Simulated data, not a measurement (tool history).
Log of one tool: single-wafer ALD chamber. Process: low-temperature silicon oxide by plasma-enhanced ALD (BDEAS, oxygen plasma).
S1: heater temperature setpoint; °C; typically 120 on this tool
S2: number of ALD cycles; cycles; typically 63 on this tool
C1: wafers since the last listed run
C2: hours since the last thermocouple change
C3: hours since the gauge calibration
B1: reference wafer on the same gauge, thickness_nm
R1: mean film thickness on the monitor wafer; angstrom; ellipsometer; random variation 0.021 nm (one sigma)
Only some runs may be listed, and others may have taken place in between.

{"run": 1, "hour": 0.0, "S1": 115, "S2": 63, "C1": 0, "C2": 461.9, "C3": 490.9, "B1": 7.98, "R1": 87.19}
{"run": 2, "hour": 24.3, "S1": 115, "S2": 63, "C1": 103, "C2": 486.2, "C3": 515.2, "B1": 7.979, "R1": 87.48}
{"run": 3, "hour": 53.0, "S1": 115, "S2": 63, "C1": 121, "C2": 514.9, "C3": 543.9, "B1": 7.983, "R1": 87.88}
{"run": 4, "hour": 66.6, "S1": 131, "S2": 63, "C1": 57, "C2": 528.5, "C3": 557.5, "B1": 7.977, "R1": 85.5}
{"run": 5, "hour": 99.6, "S1": 131, "S2": 63, "C1": 140, "C2": 561.5, "C3": 590.5, "B1": 7.979, "R1": 85.19}
{"run": 6, "hour": 122.8, "S1": 131, "S2": 63, "C1": 98, "C2": 584.7, "C3": 613.7, "B1": 7.98, "R1": 85.09}
{"run": 7, "hour": 193.3, "S1": 120, "S2": 63, "C1": 299, "C2": 655.2, "C3": 684.2, "B1": 7.981, "R1": 86.81}
{"run": 8, "hour": 227.0, "S1": 120, "S2": 63, "C1": 143, "C2": 688.9, "C3": 717.9, "B1": 7.979, "R1": 87.12}
{"run": 9, "hour": 244.1, "S1": 120, "S2": 63, "C1": 72, "C2": 706, "C3": 735, "B1": 7.978, "R1": 86.76}
{"run": 10, "hour": 285.2, "S1": 120, "S2": 63, "C1": 174, "C2": 747.1, "C3": 776.1, "B1": 7.98, "R1": 87.06}
{"run": 11, "hour": 306.8, "S1": 111, "S2": 63, "C1": 91, "C2": 768.7, "C3": 797.7, "B1": 7.981, "R1": 88.25}
{"run": 12, "hour": 331.4, "S1": 111, "S2": 63, "C1": 104, "C2": 793.3, "C3": 822.3, "B1": 7.981, "R1": 88.18}
{"hour": 343.4, "done": "gauge calibrated"}
{"run": 13, "hour": 361.4, "S1": 111, "S2": 63, "C1": 127, "C2": 823.3, "C3": 18, "B1": 7.985, "R1": 88.33}
{"run": 14, "hour": 382.3, "S1": 120, "S2": 63, "C1": 88, "C2": 844.2, "C3": 38.9, "B1": 7.981, "R1": 86.78}
{"run": 15, "hour": 417.0, "S1": 120, "S2": 72, "C1": 147, "C2": 878.9, "C3": 73.6, "B1": 7.975, "R1": 99.45}
{"run": 16, "hour": 435.8, "S1": 120, "S2": 63, "C1": 79, "C2": 897.7, "C3": 92.4, "B1": 7.973, "R1": 87.44}

Predict the results of run 17:
{"run": 17, "hour": 462.9, "S1": 133, "S2": 72, "C1": 115, "C2": 924.8, "C3": 119.5, "B1": "?", "R1": "?"}

Run 17 gave B1 7.979, R1 97.19 angstrom.
With the hidden condition absent and the run-to-run variation left alone, this run would have shown R1 96 angstrom.
